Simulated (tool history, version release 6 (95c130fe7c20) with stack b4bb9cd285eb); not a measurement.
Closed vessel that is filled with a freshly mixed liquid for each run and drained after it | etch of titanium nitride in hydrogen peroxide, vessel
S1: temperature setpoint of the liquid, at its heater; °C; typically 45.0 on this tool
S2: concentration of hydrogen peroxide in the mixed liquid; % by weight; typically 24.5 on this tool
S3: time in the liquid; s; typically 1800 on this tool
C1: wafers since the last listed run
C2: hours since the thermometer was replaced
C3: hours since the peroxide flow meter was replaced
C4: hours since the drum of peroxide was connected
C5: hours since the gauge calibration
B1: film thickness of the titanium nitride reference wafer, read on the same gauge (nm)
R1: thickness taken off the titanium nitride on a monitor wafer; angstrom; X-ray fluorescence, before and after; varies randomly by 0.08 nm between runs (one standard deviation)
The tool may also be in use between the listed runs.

run     day    S1    S2    S3    C1      C2     C3     C4     C5     B1     R1
  1   0.000  45.0  24.5  1800     0  2636.2  861.7  659.5  129.5  59.98  477.4
  2   0.746  45.0  24.5  1800   855  2654.1  879.6  677.4  147.4  59.99  476.4
  3   2.988  41.0  24.5  1800  2570  2707.9  933.4  731.2  201.2  59.96  354.9
      3.092  -- new drum of peroxide connected
  4   3.671  41.0  24.5  1800   735  2724.3  949.8   13.9  217.6  60.02  356.6
  5   4.333  41.0  24.5  1800   759  2740.2  965.7   29.8  233.5  60.00  354.0
  6   4.954  45.0  24.5  1450   711  2755.1  980.6   44.7  248.4  59.99  385.1
      5.308  -- peroxide flow meter replaced
  7   5.383  45.0  24.5  1450   444  2765.4    1.8   55.0  258.7  59.99  397.6
      5.721  -- gauge calibrated
  8   5.821  45.0  24.5  1800   501  2775.9   12.3   65.5    2.4  60.00  493.0
      6.038  -- thermometer replaced
  9   6.488  45.0  24.5  1800   716    10.8   28.3   81.5   18.4  59.98  417.8
 10   7.017  51.0  17.0  2155   606    23.5   41.0   94.2   31.1  59.98  714.6
 11   7.371  45.0  30.0  2160   406    32.0   49.5  102.7   39.6  60.01  523.0
 12   7.625  45.0  24.5  2560   291    38.1   55.6  108.8   45.7  60.01  594.1
 13   7.962  45.0  24.5  1800   387    46.2   63.7  116.9   53.8  60.01  414.8
 14   8.383  45.0  21.0  2355   482    56.3   73.8  127.0   63.9  60.01  528.9
 15   8.800  45.0  24.5  1800   477    66.3   83.8  137.0   73.9  59.99  416.3
 16   9.212  53.5  28.0  1800   473    76.2   93.7  146.9   83.8  59.99  792.5
 17   9.788  50.0  27.5  2285   659    90.0  107.5  160.7   97.6  60.00  785.4
 18  10.038  45.0  21.0  2355   286    96.0  113.5  166.7  103.6  60.00  528.6

For each run, the measured value with the value that run would have given without the tool's hidden condition subtracted. The run-to-run variation is shared by both, the gauge scatter possibly not:
The hidden state here: liquid hotter than its thermometer reads (K); peroxide flow below the setpoint (%); peroxide weaker than its label (%); gauge reads high (%).
run     R1
  1  +74.3
  2  +74.5
  3  +57.6
  4  +58.1
  5  +57.8
  6  +61.4
  7  +73.3
  8  +91.2
  9  +14.4
 10  +23.9
 11  +18.3
 12  +20.8
 13  +14.7
 14  +19.0
 15  +15.2
 16  +27.3
 17  +28.0
 18  +19.9
